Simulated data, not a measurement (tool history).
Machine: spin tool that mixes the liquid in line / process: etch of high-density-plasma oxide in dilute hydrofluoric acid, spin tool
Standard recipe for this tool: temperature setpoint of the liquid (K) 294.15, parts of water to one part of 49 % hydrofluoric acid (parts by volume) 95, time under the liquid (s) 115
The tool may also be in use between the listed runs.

run	hour	temperature setpoint of the liquid (K)	parts of water to one part of 49 % hydrofluoric acid (parts by volume)	time under the liquid (s)	read-back film thickness of the high-density-plasma oxide reference wafer, read on the same gauge (nm)	thickness taken off the high-density-plasma oxide on a monitor wafer (Å)
1	0	294.15	105	115	118.04	66.8
2	82.4	294.15	95	115	117.64	75
3	127.1	294.15	95	115	117.47	74.1
4	216.5	294.15	95	115	117.08	73.8
5	305.1	294.15	95	115	116.68	73.3
6	366.6	294.15	95	115	116.41	73.9
7	411.8	294.15	95	75	116.24	47.3
8	466.8	299.15	115	115	115.98	71.6
# hour 519.5: gauge calibrated
9	545.5	294.15	95	115	119.68	75.4
10	621.5	296.65	145	115	119.32	51.4
# hour 650.5: hydrofluoric acid flow meter replaced
# hour 877.6: thermometer replaced
11	927.8	298.15	75	155	118	152.6
12	973.6	298.65	55	150	117.79	211.7

Estimate the outcome of run 13 from the log above:
13	1070.4	296.65	50	70	?	?

{"run 13": {"read-back film thickness of the high-density-plasma oxide reference wafer, read on the same gauge (nm)": 117.36, "thickness taken off the high-density-plasma oxide on a monitor wafer (Å)": 100.2}}
Without the tool's hidden state the same run would have given thickness taken off the high-density-plasma oxide on a monitor wafer (Å) 102.5.
